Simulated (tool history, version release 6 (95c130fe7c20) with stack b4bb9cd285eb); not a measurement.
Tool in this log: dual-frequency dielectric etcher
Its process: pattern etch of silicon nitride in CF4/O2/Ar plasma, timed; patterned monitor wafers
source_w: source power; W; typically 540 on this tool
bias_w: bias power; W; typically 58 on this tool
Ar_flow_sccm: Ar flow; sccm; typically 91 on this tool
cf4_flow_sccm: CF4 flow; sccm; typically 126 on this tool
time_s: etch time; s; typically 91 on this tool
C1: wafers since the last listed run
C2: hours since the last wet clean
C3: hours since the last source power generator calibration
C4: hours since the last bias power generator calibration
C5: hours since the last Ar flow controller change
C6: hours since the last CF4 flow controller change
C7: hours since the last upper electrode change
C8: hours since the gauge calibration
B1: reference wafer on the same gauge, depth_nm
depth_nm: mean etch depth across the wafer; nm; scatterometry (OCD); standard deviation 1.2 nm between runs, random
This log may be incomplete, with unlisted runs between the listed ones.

{"run": 1, "hour": 0.0, "source_w": 540, "bias_w": 58, "Ar_flow_sccm": 91, "cf4_flow_sccm": 126, "time_s": 91, "C1": 0, "C2": 434.5, "C3": 1314.2, "C4": 2169.9, "C5": 1526.3, "C6": 1038.4, "C7": 3987.2, "C8": 965.8, "B1": 219.3, "depth_nm": 232.4}
{"hour": 61.6, "done": "upper electrode replaced"}
{"hour": 149.2, "done": "wet clean of the chamber"}
{"run": 2, "hour": 166.8, "source_w": 540, "bias_w": 48, "Ar_flow_sccm": 91, "cf4_flow_sccm": 126, "time_s": 91, "C1": 1271, "C2": 17.6, "C3": 1481, "C4": 2336.7, "C5": 1693.1, "C6": 1205.2, "C7": 105.2, "C8": 1132.6, "B1": 218.9, "depth_nm": 209}
{"hour": 214.0, "done": "Ar flow controller replaced"}
{"run": 3, "hour": 264.0, "source_w": 540, "bias_w": 48, "Ar_flow_sccm": 91, "cf4_flow_sccm": 126, "time_s": 91, "C1": 976, "C2": 114.8, "C3": 1578.2, "C4": 2433.9, "C5": 50, "C6": 1302.4, "C7": 202.4, "C8": 1229.8, "B1": 219.6, "depth_nm": 210}
{"run": 4, "hour": 313.6, "source_w": 540, "bias_w": 48, "Ar_flow_sccm": 91, "cf4_flow_sccm": 126, "time_s": 91, "C1": 530, "C2": 164.4, "C3": 1627.8, "C4": 2483.5, "C5": 99.6, "C6": 1352, "C7": 252, "C8": 1279.4, "B1": 219.3, "depth_nm": 212.1}
{"run": 5, "hour": 395.2, "source_w": 540, "bias_w": 50, "Ar_flow_sccm": 91, "cf4_flow_sccm": 148, "time_s": 91, "C1": 873, "C2": 246, "C3": 1709.4, "C4": 2565.1, "C5": 181.2, "C6": 1433.6, "C7": 333.6, "C8": 1361, "B1": 219.1, "depth_nm": 218.6}
{"hour": 401.7, "done": "source power generator calibrated"}
{"run": 6, "hour": 488.8, "source_w": 540, "bias_w": 70, "Ar_flow_sccm": 91, "cf4_flow_sccm": 126, "time_s": 91, "C1": 959, "C2": 339.6, "C3": 87.1, "C4": 2658.7, "C5": 274.8, "C6": 1527.2, "C7": 427.2, "C8": 1454.6, "B1": 218.6, "depth_nm": 234.2}
{"hour": 751.6, "done": "wet clean of the chamber"}
{"run": 7, "hour": 764.1, "source_w": 540, "bias_w": 58, "Ar_flow_sccm": 91, "cf4_flow_sccm": 126, "time_s": 91, "C1": 2690, "C2": 12.5, "C3": 362.4, "C4": 2934, "C5": 550.1, "C6": 1802.5, "C7": 702.5, "C8": 1729.9, "B1": 218.9, "depth_nm": 214.9}
{"hour": 784.2, "done": "bias power generator calibrated"}
{"run": 8, "hour": 857.6, "source_w": 540, "bias_w": 58, "Ar_flow_sccm": 91, "cf4_flow_sccm": 126, "time_s": 91, "C1": 958, "C2": 106, "C3": 455.9, "C4": 73.4, "C5": 643.6, "C6": 1896, "C7": 796, "C8": 1823.4, "B1": 219, "depth_nm": 215.9}
{"hour": 936.8, "done": "CF4 flow controller replaced"}
{"hour": 944.9, "done": "gauge calibrated"}
{"run": 9, "hour": 961.9, "source_w": 540, "bias_w": 47, "Ar_flow_sccm": 91, "cf4_flow_sccm": 126, "time_s": 91, "C1": 1052, "C2": 210.3, "C3": 560.2, "C4": 177.7, "C5": 747.9, "C6": 25.1, "C7": 900.3, "C8": 17, "B1": 219.2, "depth_nm": 204.5}
{"run": 10, "hour": 1021.2, "source_w": 540, "bias_w": 48, "Ar_flow_sccm": 100, "cf4_flow_sccm": 140, "time_s": 91, "C1": 634, "C2": 269.6, "C3": 619.5, "C4": 237, "C5": 807.2, "C6": 84.4, "C7": 959.6, "C8": 76.3, "B1": 219.1, "depth_nm": 208}
{"run": 11, "hour": 1106.9, "source_w": 540, "bias_w": 50, "Ar_flow_sccm": 111, "cf4_flow_sccm": 126, "time_s": 91, "C1": 917, "C2": 355.3, "C3": 705.2, "C4": 322.7, "C5": 892.9, "C6": 170.1, "C7": 1045.3, "C8": 162, "B1": 218.7, "depth_nm": 210.2}
{"run": 12, "hour": 1143.7, "source_w": 540, "bias_w": 58, "Ar_flow_sccm": 91, "cf4_flow_sccm": 126, "time_s": 91, "C1": 393, "C2": 392.1, "C3": 742, "C4": 359.5, "C5": 929.7, "C6": 206.9, "C7": 1082.1, "C8": 198.8, "B1": 219, "depth_nm": 223}
{"run": 13, "hour": 1230.0, "source_w": 540, "bias_w": 58, "Ar_flow_sccm": 91, "cf4_flow_sccm": 126, "time_s": 91, "C1": 923, "C2": 478.4, "C3": 828.3, "C4": 445.8, "C5": 1016, "C6": 293.2, "C7": 1168.4, "C8": 285.1, "B1": 219.4, "depth_nm": 225.4}
{"hour": 1305.4, "done": "wet clean of the chamber"}
{"run": 14, "hour": 1328.3, "source_w": 500, "bias_w": 58, "Ar_flow_sccm": 91, "cf4_flow_sccm": 126, "time_s": 103, "C1": 795, "C2": 22.9, "C3": 926.6, "C4": 544.1, "C5": 1114.3, "C6": 391.5, "C7": 1266.7, "C8": 383.4, "B1": 219.1, "depth_nm": 225.6}
{"run": 15, "hour": 1381.5, "source_w": 620, "bias_w": 58, "Ar_flow_sccm": 91, "cf4_flow_sccm": 103, "time_s": 91, "C1": 569, "C2": 76.1, "C3": 979.8, "C4": 597.3, "C5": 1167.5, "C6": 444.7, "C7": 1319.9, "C8": 436.6, "B1": 219.3, "depth_nm": 243}
{"run": 16, "hour": 1478.8, "source_w": 540, "bias_w": 58, "Ar_flow_sccm": 98, "cf4_flow_sccm": 126, "time_s": 91, "C1": 1041, "C2": 173.4, "C3": 1077.1, "C4": 694.6, "C5": 1264.8, "C6": 542, "C7": 1417.2, "C8": 533.9, "B1": 219.2, "depth_nm": 218.2}
{"run": 17, "hour": 1618.0, "source_w": 490, "bias_w": 53, "Ar_flow_sccm": 83, "cf4_flow_sccm": 126, "time_s": 103, "C1": 1490, "C2": 312.6, "C3": 1216.3, "C4": 833.8, "C5": 1404, "C6": 681.2, "C7": 1556.4, "C8": 673.1, "B1": 218.4, "depth_nm": 222.7}
{"run": 18, "hour": 1690.7, "source_w": 640, "bias_w": 44, "Ar_flow_sccm": 102, "cf4_flow_sccm": 126, "time_s": 99.5, "C1": 778, "C2": 385.3, "C3": 1289, "C4": 906.5, "C5": 1476.7, "C6": 753.9, "C7": 1629.1, "C8": 745.8, "B1": 218.9, "depth_nm": 267.8}
{"run": 19, "hour": 1731.0, "source_w": 540, "bias_w": 58, "Ar_flow_sccm": 91, "cf4_flow_sccm": 126, "time_s": 91, "C1": 431, "C2": 425.6, "C3": 1329.3, "C4": 946.8, "C5": 1517, "C6": 794.2, "C7": 1669.4, "C8": 786.1, "B1": 218.8, "depth_nm": 227.6}
{"run": 20, "hour": 1819.0, "source_w": 540, "bias_w": 58, "Ar_flow_sccm": 91, "cf4_flow_sccm": 126, "time_s": 91, "C1": 942, "C2": 513.6, "C3": 1417.3, "C4": 1034.8, "C5": 1605, "C6": 882.2, "C7": 1757.4, "C8": 874.1, "B1": 219, "depth_nm": 229.5}

Forecast each of these 5 alternatives for the next run:
{"run": "A", "hour": 1819.4, "source_w": 540, "bias_w": 63, "Ar_flow_sccm": 91, "cf4_flow_sccm": 126, "time_s": 91, "C1": 4, "C2": 514, "C3": 1417.7, "C4": 1035.2, "C5": 1605.4, "C6": 882.6, "C7": 1757.8, "C8": 874.5, "B1": "?", "depth_nm": "?"}
{"run": "B", "hour": 1819.4, "source_w": 540, "bias_w": 44, "Ar_flow_sccm": 84, "cf4_flow_sccm": 126, "time_s": 78, "C1": 4, "C2": 514, "C3": 1417.7, "C4": 1035.2, "C5": 1605.4, "C6": 882.6, "C7": 1757.8, "C8": 874.5, "B1": "?", "depth_nm": "?"}
{"run": "C", "hour": 1819.4, "source_w": 490, "bias_w": 58, "Ar_flow_sccm": 91, "cf4_flow_sccm": 118, "time_s": 91, "C1": 4, "C2": 514, "C3": 1417.7, "C4": 1035.2, "C5": 1605.4, "C6": 882.6, "C7": 1757.8, "C8": 874.5, "B1": "?", "depth_nm": "?"}
{"run": "D", "hour": 1819.4, "source_w": 480, "bias_w": 70, "Ar_flow_sccm": 91, "cf4_flow_sccm": 126, "time_s": 79, "C1": 4, "C2": 514, "C3": 1417.7, "C4": 1035.2, "C5": 1605.4, "C6": 882.6, "C7": 1757.8, "C8": 874.5, "B1": "?", "depth_nm": "?"}
{"run": "E", "hour": 1819.4, "source_w": 540, "bias_w": 58, "Ar_flow_sccm": 91, "cf4_flow_sccm": 137, "time_s": 91, "C1": 4, "C2": 514, "C3": 1417.7, "C4": 1035.2, "C5": 1605.4, "C6": 882.6, "C7": 1757.8, "C8": 874.5, "B1": "?", "depth_nm": "?"}

run=A B1=219.5 depth_nm=234.6
run=B B1=219.5 depth_nm=181.4
run=C B1=219.5 depth_nm=204.6
run=D B1=219.5 depth_nm=186
run=E B1=219.5 depth_nm=230.6
Stripped of hidden state, with their random variation kept, the same runs would have yielded:
run=A depth_nm=219.4
run=B depth_nm=169.6
run=C depth_nm=191.3
run=D depth_nm=173.9
run=E depth_nm=215.6

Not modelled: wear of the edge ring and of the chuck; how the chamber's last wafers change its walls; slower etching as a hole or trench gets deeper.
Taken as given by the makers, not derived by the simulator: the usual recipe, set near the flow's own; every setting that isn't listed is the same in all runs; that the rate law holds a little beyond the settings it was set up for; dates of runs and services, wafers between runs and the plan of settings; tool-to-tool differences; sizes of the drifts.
